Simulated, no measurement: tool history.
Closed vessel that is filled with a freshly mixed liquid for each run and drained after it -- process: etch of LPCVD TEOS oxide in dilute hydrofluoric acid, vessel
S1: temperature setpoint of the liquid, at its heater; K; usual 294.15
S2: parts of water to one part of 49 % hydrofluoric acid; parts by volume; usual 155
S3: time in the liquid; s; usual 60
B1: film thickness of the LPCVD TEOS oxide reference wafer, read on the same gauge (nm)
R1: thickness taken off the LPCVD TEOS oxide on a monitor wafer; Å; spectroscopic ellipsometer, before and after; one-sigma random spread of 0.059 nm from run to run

Run 1, hour 0.0: usual settings; B1 80.01. Result: R1 101.1 Å.
Run 2, hour 6.3: usual settings; B1 80.03. Result: R1 100.4 Å.
Run 3, hour 14.5: usual settings; B1 80.00. Result: R1 101.0 Å.
Run 4, hour 21.9: usual settings but S1 292.15 K; B1 80.00. Result: R1 91.8 Å.
Run 5, hour 39.2: usual settings; B1 80.01. Result: R1 101.4 Å.
Run 6, hour 60.8: usual settings; B1 80.00. Result: R1 100.8 Å.
Run 7, hour 69.8: usual settings; B1 80.00. Result: R1 100.5 Å.
Run 8, hour 82.2: usual settings; B1 80.01. Result: R1 100.5 Å.
At hour 83.8: hydrofluoric acid flow meter replaced.
Run 9, hour 95.1: usual settings; B1 80.01. Result: R1 89.7 Å.
Run 10, hour 102.5: usual settings but S3 80 s; B1 80.00. Result: R1 119.6 Å.
Run 11, hour 113.6: usual settings but S3 80 s; B1 80.00. Result: R1 119.3 Å.
Run 12, hour 126.2: usual settings; B1 80.00. Result: R1 88.8 Å.
Run 13, hour 139.1: usual settings but S1 296.15 K, S2 80 parts by volume, S3 30 s; B1 80.03. Result: R1 102.3 Å.
Run 14, hour 150.4: usual settings; B1 79.99. Result: R1 89.2 Å.
At hour 151.6: thermometer replaced.
Run 15, hour 163.1: usual settings but S1 298.65 K, S2 225 parts by volume, S3 35 s; B1 80.02. Result: R1 39.8 Å.
At hour 163.5: gauge calibrated.
Run 16, hour 169.1: usual settings but S1 291.15 K, S2 130 parts by volume, S3 40 s; B1 79.98. Result: R1 65.4 Å.
Run 17, hour 178.3: usual settings but S1 298.65 K; B1 80.02. Result: R1 108.6 Å.
Run 18, hour 195.2: usual settings but S2 190 parts by volume; B1 80.04. Result: R1 70.6 Å.
Run 19, hour 206.9: usual settings but S1 292.15 K, S2 205 parts by volume; B1 79.98. Result: R1 60.2 Å.
Run 20, hour 215.1: usual settings but S1 296.65 K, S2 130 parts by volume, S3 30 s; B1 79.97. Result: R1 61.5 Å.
Run 21, hour 232.4: usual settings but S1 291.65 K, S3 80 s; B1 79.98. Result: R1 108.4 Å.
Run 22, hour 246.4: usual settings but S1 295.65 K, S2 135 parts by volume; B1 80.03. Result: R1 111.8 Å.
Run 23, hour 262.3: usual settings but S1 290.15 K; B1 80.03. Result: R1 76.5 Å.
Run 24, hour 270.2: usual settings; B1 80.00. Result: R1 90.9 Å.
Run 25, hour 279.3: usual settings but S1 297.15 K, S2 235 parts by volume, S3 70 s; B1 80.00. Result: R1 72.0 Å.
Run 26, hour 290.9: usual settings but S2 125 parts by volume; B1 80.00. Result: R1 116.7 Å.
Run 27, hour 304.9: usual settings but S2 225 parts by volume; B1 79.99. Result: R1 58.6 Å.
Run 28, hour 324.0: usual settings but S2 115 parts by volume; B1 79.99. Result: R1 127.8 Å.

For run 29, what comes out?
Run 29, hour 335.0: usual settings but S1 299.15 K, S2 115 parts by volume, S3 70 s; B1 ?. Result: R1 ?.

{"run 29": {"B1": 79.98, "R1": 182.1}}
Minus the tool's unlogged condition, the same run would have read R1 177.7 Å.

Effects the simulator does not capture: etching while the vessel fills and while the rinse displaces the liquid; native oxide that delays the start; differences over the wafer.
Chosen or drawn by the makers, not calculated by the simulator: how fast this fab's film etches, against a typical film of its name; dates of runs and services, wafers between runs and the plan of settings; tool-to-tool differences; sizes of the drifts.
